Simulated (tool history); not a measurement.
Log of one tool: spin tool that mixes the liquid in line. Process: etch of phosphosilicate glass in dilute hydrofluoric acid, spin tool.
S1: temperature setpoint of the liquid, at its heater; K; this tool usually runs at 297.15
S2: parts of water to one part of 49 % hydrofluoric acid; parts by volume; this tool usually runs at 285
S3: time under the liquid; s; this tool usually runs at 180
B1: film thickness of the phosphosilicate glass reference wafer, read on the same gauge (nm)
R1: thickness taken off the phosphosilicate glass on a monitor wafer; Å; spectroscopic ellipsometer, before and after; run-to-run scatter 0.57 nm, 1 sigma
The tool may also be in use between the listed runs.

{"run": 1, "hour": 0.0, "S1": 297.15, "S2": 285, "S3": 220, "B1": 80.02, "R1": 746.1}
{"run": 2, "hour": 66.2, "S1": 297.15, "S2": 285, "S3": 180, "B1": 79.98, "R1": 605.4}
{"run": 3, "hour": 160.0, "S1": 297.15, "S2": 285, "S3": 180, "B1": 79.99, "R1": 608.1}
{"run": 4, "hour": 255.7, "S1": 295.65, "S2": 285, "S3": 215, "B1": 80.03, "R1": 674.3}
{"run": 5, "hour": 346.9, "S1": 297.15, "S2": 380, "S3": 180, "B1": 79.97, "R1": 404.0}
{"run": 6, "hour": 407.4, "S1": 297.15, "S2": 380, "S3": 180, "B1": 80.0, "R1": 408.1}
{"run": 7, "hour": 594.4, "S1": 297.15, "S2": 285, "S3": 180, "B1": 79.95, "R1": 591.0}
{"hour": 611.1, "done": "thermometer replaced"}
{"run": 8, "hour": 640.5, "S1": 297.15, "S2": 285, "S3": 180, "B1": 80.01, "R1": 566.2}
{"run": 9, "hour": 691.5, "S1": 299.15, "S2": 285, "S3": 180, "B1": 79.99, "R1": 596.5}
{"run": 10, "hour": 748.9, "S1": 297.15, "S2": 285, "S3": 180, "B1": 79.99, "R1": 555.9}
{"hour": 786.8, "done": "gauge calibrated"}
{"run": 11, "hour": 841.1, "S1": 297.15, "S2": 285, "S3": 120, "B1": 79.99, "R1": 372.8}
{"run": 12, "hour": 906.4, "S1": 297.15, "S2": 285, "S3": 120, "B1": 79.95, "R1": 374.1}
{"run": 13, "hour": 978.7, "S1": 297.15, "S2": 200, "S3": 180, "B1": 80.0, "R1": 882.4}
{"hour": 1023.7, "done": "hydrofluoric acid flow meter replaced"}
{"run": 14, "hour": 1071.4, "S1": 297.15, "S2": 340, "S3": 180, "B1": 79.96, "R1": 489.3}
{"run": 15, "hour": 1138.0, "S1": 297.15, "S2": 220, "S3": 140, "B1": 80.02, "R1": 654.3}
{"run": 16, "hour": 1222.8, "S1": 297.15, "S2": 285, "S3": 180, "B1": 80.04, "R1": 604.7}
{"run": 17, "hour": 1293.9, "S1": 297.15, "S2": 285, "S3": 255, "B1": 79.99, "R1": 864.9}
{"run": 18, "hour": 1397.1, "S1": 297.15, "S2": 285, "S3": 180, "B1": 79.98, "R1": 605.0}
{"run": 19, "hour": 1480.9, "S1": 295.15, "S2": 330, "S3": 180, "B1": 80.05, "R1": 463.6}
{"run": 20, "hour": 1550.2, "S1": 300.15, "S2": 425, "S3": 220, "B1": 80.02, "R1": 471.7}
{"run": 21, "hour": 1595.8, "S1": 297.15, "S2": 285, "S3": 180, "B1": 79.98, "R1": 604.7}
{"hour": 1672.0, "done": "thermometer replaced"}
{"run": 22, "hour": 1683.7, "S1": 297.15, "S2": 335, "S3": 180, "B1": 80.06, "R1": 457.6}
{"run": 23, "hour": 1730.0, "S1": 297.15, "S2": 340, "S3": 180, "B1": 80.0, "R1": 449.1}
{"run": 24, "hour": 1776.2, "S1": 297.15, "S2": 355, "S3": 280, "B1": 79.99, "R1": 647.1}

Forecast each of these 3 alternatives for the next run:
{"run": "A", "hour": 1776.7, "S1": 297.15, "S2": 285, "S3": 150, "B1": "?", "R1": "?"}
{"run": "B", "hour": 1776.7, "S1": 294.65, "S2": 200, "S3": 85, "B1": "?", "R1": "?"}
{"run": "C", "hour": 1776.7, "S1": 297.15, "S2": 375, "S3": 255, "B1": "?", "R1": "?"}

run=A B1=80.00 R1=475.5
run=B B1=80.00 R1=383.9
run=C B1=80.00 R1=561.6
Without the tool's unlogged condition, the same runs would have read:
run=A R1=507.9
run=B R1=407.6
run=C R1=602.5
